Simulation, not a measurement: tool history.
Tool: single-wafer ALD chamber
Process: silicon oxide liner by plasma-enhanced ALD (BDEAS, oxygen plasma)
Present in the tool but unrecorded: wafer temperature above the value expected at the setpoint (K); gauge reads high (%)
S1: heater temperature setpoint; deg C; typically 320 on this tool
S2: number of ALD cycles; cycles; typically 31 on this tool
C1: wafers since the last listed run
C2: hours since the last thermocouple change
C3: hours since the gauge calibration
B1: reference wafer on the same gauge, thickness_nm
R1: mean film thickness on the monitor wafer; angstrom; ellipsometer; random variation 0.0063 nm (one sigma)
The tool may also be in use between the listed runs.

Run 1, hour 0: usual settings; C1 0; C2 1153.3; C3 889.7; B1 2.339. Result: R1 25.05 angstrom.
Run 2, hour 39.4: usual settings but S1 315 deg C; C1 469; C2 1192.7; C3 929.1; B1 2.34. Result: R1 25.29 angstrom.
Run 3, hour 115.3: usual settings but S1 315 deg C; C1 903; C2 1268.6; C3 1005; B1 2.341. Result: R1 25.3 angstrom.
Run 4, hour 160: usual settings but S1 315 deg C; C1 532; C2 1313.3; C3 1049.7; B1 2.34. Result: R1 25.28 angstrom.
Run 5, hour 239.3: usual settings; C1 944; C2 1392.6; C3 1129; B1 2.339. Result: R1 24.91 angstrom.
Run 6, hour 339.9: usual settings; C1 1197; C2 1493.2; C3 1229.6; B1 2.339. Result: R1 24.9 angstrom.
Run 7, hour 436.6: usual settings; C1 1151; C2 1589.9; C3 1326.3; B1 2.34. Result: R1 25.01 angstrom.
Run 8, hour 474.1: usual settings but S1 331 deg C, S2 29 cycles; C1 446; C2 1627.4; C3 1363.8; B1 2.343. Result: R1 22.99 angstrom.
Run 9, hour 517.2: usual settings but S1 331 deg C, S2 29 cycles; C1 513; C2 1670.5; C3 1406.9; B1 2.34. Result: R1 23.1 angstrom.
Run 10, hour 616.6: usual settings but S1 331 deg C, S2 29 cycles; C1 1183; C2 1769.9; C3 1506.3; B1 2.341. Result: R1 23.01 angstrom.
Run 11, hour 706.3: usual settings but S2 30 cycles; C1 1067; C2 1859.6; C3 1596; B1 2.339. Result: R1 24.18 angstrom.
At hour 784.4: gauge calibrated.
Run 12, hour 796.6: usual settings but S2 30 cycles; C1 1075; C2 1949.9; C3 12.2; B1 2.342. Result: R1 24.17 angstrom.
Run 13, hour 855.9: usual settings; C1 705; C2 2009.2; C3 71.5; B1 2.339. Result: R1 25.05 angstrom.
Run 14, hour 896.6: usual settings but S1 331 deg C, S2 29 cycles; C1 484; C2 2049.9; C3 112.2; B1 2.34. Result: R1 23.18 angstrom.
Run 15, hour 983.8: usual settings but S1 309 deg C, S2 25 cycles; C1 1038; C2 2137.1; C3 199.4; B1 2.338. Result: R1 20.51 angstrom.
Run 16, hour 1032.7: usual settings but S2 37 cycles; C1 582; C2 2186; C3 248.3; B1 2.342. Result: R1 29.95 angstrom.
At hour 1078.3: thermocouple changed; heater temperature recalibrated.
Run 17, hour 1096.9: usual settings but S1 330 deg C, S2 35 cycles; C1 669; C2 18.6; C3 312.5; B1 2.339. Result: R1 27.75 angstrom.
Run 18, hour 1141.1: usual settings but S1 330 deg C, S2 27 cycles; C1 526; C2 62.8; C3 356.7; B1 2.339. Result: R1 21.45 angstrom.
Run 19, hour 1195.6: usual settings but S1 329 deg C; C1 648; C2 117.3; C3 411.2; B1 2.34. Result: R1 24.74 angstrom.
Run 20, hour 1271.9: usual settings but S1 314 deg C, S2 28 cycles; C1 908; C2 193.6; C3 487.5; B1 2.339. Result: R1 22.78 angstrom.
Run 21, hour 1322.7: usual settings but S2 36 cycles; C1 604; C2 244.4; C3 538.3; B1 2.342. Result: R1 29.11 angstrom.
Run 22, hour 1372: usual settings but S1 315 deg C; C1 586; C2 293.7; C3 587.6; B1 2.339. Result: R1 25.29 angstrom.
Run 23, hour 1458.5: usual settings but S1 328 deg C, S2 26 cycles; C1 1029; C2 380.2; C3 674.1; B1 2.336. Result: R1 20.75 angstrom.
Run 24, hour 1530.4: usual settings but S1 309 deg C, S2 25 cycles; C1 855; C2 452.1; C3 746; B1 2.338. Result: R1 20.48 angstrom.
Run 25, hour 1616.3: usual settings; C1 1022; C2 538; C3 831.9; B1 2.34. Result: R1 25.04 angstrom.
Run 26, hour 1776.4: usual settings but S1 333 deg C; C1 1905; C2 698.1; C3 992; B1 2.336. Result: R1 24.66 angstrom.
Run 27, hour 1883.1: usual settings but S1 316 deg C; C1 1270; C2 804.8; C3 1098.7; B1 2.338. Result: R1 25.3 angstrom.

Consider 4 possible next runs. They are alternatives, not a sequence: every one starts from the tool as it was left by run 27. What does each give?
Run A, hour 1883.5: usual settings; C1 4; C2 805.2; C3 1099.1; B1 ?. Result: R1 ?.
Run B, hour 1883.5: usual settings but S1 324 deg C; C1 4; C2 805.2; C3 1099.1; B1 ?. Result: R1 ?.
Run C, hour 1883.5: usual settings but S1 308 deg C, S2 36 cycles; C1 4; C2 805.2; C3 1099.1; B1 ?. Result: R1 ?.
Run D, hour 1883.5: usual settings but S1 310 deg C; C1 4; C2 805.2; C3 1099.1; B1 ?. Result: R1 ?.

run     B1     R1
  A  2.342  25.07
  B  2.342  24.93
  C  2.342   29.6
  D  2.342  25.42
With no hidden state in the tool, these same runs would have given:
run     R1
  A  25.07
  B  24.93
  C   29.6
  D  25.42

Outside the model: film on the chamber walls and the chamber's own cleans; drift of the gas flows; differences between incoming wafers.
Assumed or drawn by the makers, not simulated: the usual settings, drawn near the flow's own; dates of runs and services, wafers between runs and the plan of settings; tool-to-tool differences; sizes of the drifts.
